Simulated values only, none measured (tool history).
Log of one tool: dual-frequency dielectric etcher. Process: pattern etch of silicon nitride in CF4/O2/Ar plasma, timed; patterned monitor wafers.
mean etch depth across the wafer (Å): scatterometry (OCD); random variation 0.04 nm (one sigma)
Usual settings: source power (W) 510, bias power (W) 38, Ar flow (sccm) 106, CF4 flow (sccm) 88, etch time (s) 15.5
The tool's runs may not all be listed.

run,day,source power (W),bias power (W),Ar flow (sccm),CF4 flow (sccm),etch time (s),wafers since the last listed run,hours since the last wet clean,hours since the last source power generator calibration,hours since the last bias power generator calibration,hours since the last Ar flow controller change,hours since the last CF4 flow controller change,hours since the last upper electrode change,hours since the gauge calibration,"read-back reference wafer on the same gauge, depth_nm",mean etch depth across the wafer (Å)
1,0.000,510,38,106,88,15.5,0,160.7,4182.1,2492.7,2671.3,1723.6,1612.3,158.7,28.49,272.1
2,1.367,510,38,106,88,15.5,562,193.5,4214.9,2525.5,2704.1,1756.4,1645.1,191.5,28.50,271.7
3,2.104,510,38,106,88,15.5,303,211.2,4232.6,2543.2,2721.8,1774.1,1662.8,209.2,28.50,272.5
4,2.954,510,38,106,88,15.5,350,231.6,4253.0,2563.6,2742.2,1794.5,1683.2,229.6,28.49,272.5
5,4.238,510,41,106,88,15.5,528,262.4,4283.8,2594.4,2773.0,1825.3,1714.0,260.4,28.50,281.6
6,5.446,510,41,106,88,15.5,497,291.4,4312.8,2623.4,2802.0,1854.3,1743.0,289.4,28.50,281.5
# day 6.121: CF4 flow controller replaced
# day 6.717: gauge calibrated
7,6.775,510,41,106,88,15.5,444,323.3,4344.7,2655.3,2833.9,15.7,1774.9,1.4,28.50,283.0
# day 7.033: Ar flow controller replaced
8,7.542,510,38,106,88,15.5,212,341.7,4363.1,2673.7,12.2,34.1,1793.3,19.8,28.51,274.9
9,8.812,510,38,106,88,15.5,523,372.2,4393.6,2704.2,42.7,64.6,1823.8,50.3,28.50,274.7
# day 9.275: source power generator calibrated
# day 11.004: wet clean of the chamber
# day 11.908: upper electrode replaced
# day 12.025: bias power generator calibrated
10,12.046,410,38,95,88,15.5,430,25.0,66.5,0.5,120.3,142.2,3.3,127.9,28.51,237.6
11,12.142,410,38,129,88,15.5,39,27.3,68.8,2.8,122.6,144.5,5.6,130.2,28.50,226.6
12,13.325,510,45,106,88,15.5,487,55.7,97.2,31.2,151.0,172.9,34.0,158.6,28.50,290.5
13,14.346,510,38,94,82,15.5,420,80.2,121.7,55.7,175.5,197.4,58.5,183.1,28.49,272.9
14,15.354,380,38,106,88,15.5,415,104.4,145.9,79.9,199.7,221.6,82.7,207.3,28.50,223.1

5 ways to go on from here, each from the tool as it stands after run 14. What would each give?
A,15.371,510,38,106,88,15.5,6,104.8,146.3,80.3,200.1,222.0,83.1,207.7,?,?
B,15.371,390,38,106,82,15.5,6,104.8,146.3,80.3,200.1,222.0,83.1,207.7,?,?
C,15.371,510,29,125,100,14.0,6,104.8,146.3,80.3,200.1,222.0,83.1,207.7,?,?
D,15.371,510,38,99,88,19.5,6,104.8,146.3,80.3,200.1,222.0,83.1,207.7,?,?
E,15.371,510,30,84,76,15.5,6,104.8,146.3,80.3,200.1,222.0,83.1,207.7,?,?

run,"read-back reference wafer on the same gauge, depth_nm",mean etch depth across the wafer (Å)
A,28.50,271.7
B,28.50,224.2
C,28.50,221.1
D,28.50,345.4
E,28.50,250.2
Without the tool's hidden state the same runs would have given:
run,mean etch depth across the wafer (Å)
A,270.0
B,222.8
C,219.7
D,343.2
E,248.6
